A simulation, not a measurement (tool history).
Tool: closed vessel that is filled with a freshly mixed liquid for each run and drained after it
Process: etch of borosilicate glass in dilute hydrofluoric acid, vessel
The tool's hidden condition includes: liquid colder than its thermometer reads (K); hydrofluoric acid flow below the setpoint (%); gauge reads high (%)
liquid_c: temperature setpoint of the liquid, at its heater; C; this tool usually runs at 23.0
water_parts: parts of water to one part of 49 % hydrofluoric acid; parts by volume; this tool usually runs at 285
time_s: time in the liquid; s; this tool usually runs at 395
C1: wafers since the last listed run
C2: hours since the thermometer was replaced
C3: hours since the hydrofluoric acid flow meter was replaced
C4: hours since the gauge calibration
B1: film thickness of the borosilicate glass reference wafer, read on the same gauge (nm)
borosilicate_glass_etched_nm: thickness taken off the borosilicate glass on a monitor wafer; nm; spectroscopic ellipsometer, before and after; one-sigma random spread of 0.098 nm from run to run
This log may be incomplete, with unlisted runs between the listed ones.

run 1 hour=0.0 | liquid_c=23.0 water_parts=285 time_s=395 | C1=0 C2=155.5 C3=1036.6 C4=223.8 | B1=80.00 | borosilicate_glass_etched_nm=16.93
run 2 hour=64.7 | liquid_c=23.0 water_parts=285 time_s=395 | C1=4134 C2=220.2 C3=1101.3 C4=288.5 | B1=80.01 | borosilicate_glass_etched_nm=16.74
run 3 hour=150.6 | liquid_c=23.0 water_parts=285 time_s=395 | C1=5489 C2=306.1 C3=1187.2 C4=374.4 | B1=80.03 | borosilicate_glass_etched_nm=16.65
run 4 hour=207.3 | liquid_c=23.0 water_parts=285 time_s=395 | C1=3623 C2=362.8 C3=1243.9 C4=431.1 | B1=80.03 | borosilicate_glass_etched_nm=16.74
run 5 hour=248.9 | liquid_c=23.0 water_parts=285 time_s=395 | C1=2658 C2=404.4 C3=1285.5 C4=472.7 | B1=79.99 | borosilicate_glass_etched_nm=16.84
run 6 hour=343.5 | liquid_c=23.0 water_parts=285 time_s=395 | C1=6045 C2=499.0 C3=1380.1 C4=567.3 | B1=79.96 | borosilicate_glass_etched_nm=16.59
-- hour=375.9 hydrofluoric acid flow meter replaced
run 7 hour=389.8 | liquid_c=23.0 water_parts=285 time_s=395 | C1=2894 C2=545.3 C3=13.9 C4=613.6 | B1=80.00 | borosilicate_glass_etched_nm=17.84
-- hour=415.7 thermometer replaced
run 8 hour=459.8 | liquid_c=26.0 water_parts=425 time_s=315 | C1=4409 C2=44.1 C3=83.9 C4=683.6 | B1=80.02 | borosilicate_glass_etched_nm=9.15
run 9 hour=551.1 | liquid_c=23.0 water_parts=285 time_s=395 | C1=5834 C2=135.4 C3=175.2 C4=774.9 | B1=80.04 | borosilicate_glass_etched_nm=17.81
-- hour=637.9 gauge calibrated
run 10 hour=639.1 | liquid_c=23.0 water_parts=285 time_s=395 | C1=5623 C2=223.4 C3=263.2 C4=1.2 | B1=80.03 | borosilicate_glass_etched_nm=17.75
run 11 hour=711.0 | liquid_c=26.5 water_parts=380 time_s=285 | C1=4594 C2=295.3 C3=335.1 C4=73.1 | B1=80.00 | borosilicate_glass_etched_nm=9.79
run 12 hour=789.1 | liquid_c=27.5 water_parts=285 time_s=395 | C1=4991 C2=373.4 C3=413.2 C4=151.2 | B1=80.01 | borosilicate_glass_etched_nm=20.64
run 13 hour=828.8 | liquid_c=19.0 water_parts=350 time_s=260 | C1=2537 C2=413.1 C3=452.9 C4=190.9 | B1=80.05 | borosilicate_glass_etched_nm=7.60
run 14 hour=917.8 | liquid_c=23.0 water_parts=180 time_s=395 | C1=5687 C2=502.1 C3=541.9 C4=279.9 | B1=79.98 | borosilicate_glass_etched_nm=30.59

4 ways to go on from here, each from the tool as it stands after run 14. What would each give?
run A hour=918.6 | liquid_c=23.0 water_parts=285 time_s=395 | C1=51 C2=502.9 C3=542.7 C4=280.7 | B1=? | borosilicate_glass_etched_nm=?
run B hour=918.6 | liquid_c=23.0 water_parts=285 time_s=160 | C1=51 C2=502.9 C3=542.7 C4=280.7 | B1=? | borosilicate_glass_etched_nm=?
run C hour=918.6 | liquid_c=24.5 water_parts=240 time_s=525 | C1=51 C2=502.9 C3=542.7 C4=280.7 | B1=? | borosilicate_glass_etched_nm=?
run D hour=918.6 | liquid_c=23.0 water_parts=285 time_s=495 | C1=51 C2=502.9 C3=542.7 C4=280.7 | B1=? | borosilicate_glass_etched_nm=?

run=A B1=80.00 borosilicate_glass_etched_nm=17.55
run=B B1=80.00 borosilicate_glass_etched_nm=7.11
run=C B1=80.00 borosilicate_glass_etched_nm=30.59
run=D B1=80.00 borosilicate_glass_etched_nm=21.99
Had the tool no hidden state, the same runs would have come out as:
run=A borosilicate_glass_etched_nm=18.05
run=B borosilicate_glass_etched_nm=7.31
run=C borosilicate_glass_etched_nm=31.44
run=D borosilicate_glass_etched_nm=22.62

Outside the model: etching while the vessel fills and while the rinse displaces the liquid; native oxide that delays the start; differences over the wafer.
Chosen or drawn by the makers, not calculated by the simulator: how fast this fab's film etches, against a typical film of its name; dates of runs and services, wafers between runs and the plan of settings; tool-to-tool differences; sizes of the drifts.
